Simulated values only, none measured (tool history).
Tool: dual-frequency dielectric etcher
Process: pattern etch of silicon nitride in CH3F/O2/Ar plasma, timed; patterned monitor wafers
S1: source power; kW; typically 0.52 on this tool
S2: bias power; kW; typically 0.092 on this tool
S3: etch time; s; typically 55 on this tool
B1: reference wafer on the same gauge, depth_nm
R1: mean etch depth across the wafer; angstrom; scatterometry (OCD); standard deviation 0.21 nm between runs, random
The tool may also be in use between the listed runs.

run,hour,S1,S2,S3,B1,R1
1,0,0.52,0.087,63,40.8,505.4
2,63.3,0.57,0.092,55,40.79,469.5
3,117.1,0.57,0.092,55,40.87,471.7
4,184.2,0.57,0.092,55,40.81,471.9
# hour 257.9: wet clean of the chamber
5,258.4,0.47,0.092,66,40.72,519.1
6,306.7,0.47,0.092,66,40.77,522.3
7,335.1,0.47,0.092,66,40.74,521.7
8,388.9,0.52,0.102,55,40.79,469.2
9,443.7,0.52,0.102,55,40.84,478.2
# hour 497.8: gauge calibrated
10,509.6,0.52,0.102,55,40.87,472.3
# hour 538.5: upper electrode replaced
11,539,0.52,0.092,55,40.79,456.7
# hour 593.5: wet clean of the chamber
12,600.3,0.52,0.092,55,40.85,453.2
13,627,0.52,0.092,55,40.85,455.3
14,666.6,0.52,0.092,55,40.78,452.3
15,711.6,0.46,0.082,55,40.83,412.3
16,771.9,0.52,0.102,45.5,40.81,391.3
17,817.3,0.47,0.078,55,40.78,411.3
# hour 849.4: bias power generator calibrated
18,852.2,0.52,0.079,69,40.82,534.2
19,883,0.41,0.108,39,40.83,317.7
20,907.4,0.49,0.085,62.5,40.78,488.5
# hour 960.2: wet clean of the chamber
21,960.7,0.44,0.072,40.5,40.79,280.1
22,1010.2,0.52,0.092,55,40.78,448.4
# hour 1028.3: source power generator calibrated
23,1037.3,0.52,0.092,55,40.79,450.7
24,1095.4,0.44,0.1,69.5,40.78,559.3
25,1145,0.52,0.092,55,40.8,454.2
26,1205.8,0.52,0.092,55,40.79,456.8
# hour 1235: gauge calibrated
27,1269.9,0.52,0.092,43,40.81,355.5
# hour 1355.8: wet clean of the chamber
28,1356.3,0.44,0.084,60.5,40.77,445.7

Same runs, no hidden state in the tool, same run-to-run variation:
The tool's hidden condition here consists of: etch rate over this chamber's usual, %; source power that arrives over what is set, %; bias power that arrives over what is set, %; gauge reads high (%).
run,R1
1,503.5
2,466.1
3,467
4,465.4
5,518.8
6,520.7
7,519.3
8,465.7
9,473.2
10,465.7
11,449.6
12,452.5
13,454
14,450
15,409.2
16,387.1
17,405.8
18,526.2
19,312.3
20,479.7
21,280
22,447.1
23,448.7
24,555
25,449.5
26,450.6
27,349.5
28,443.6
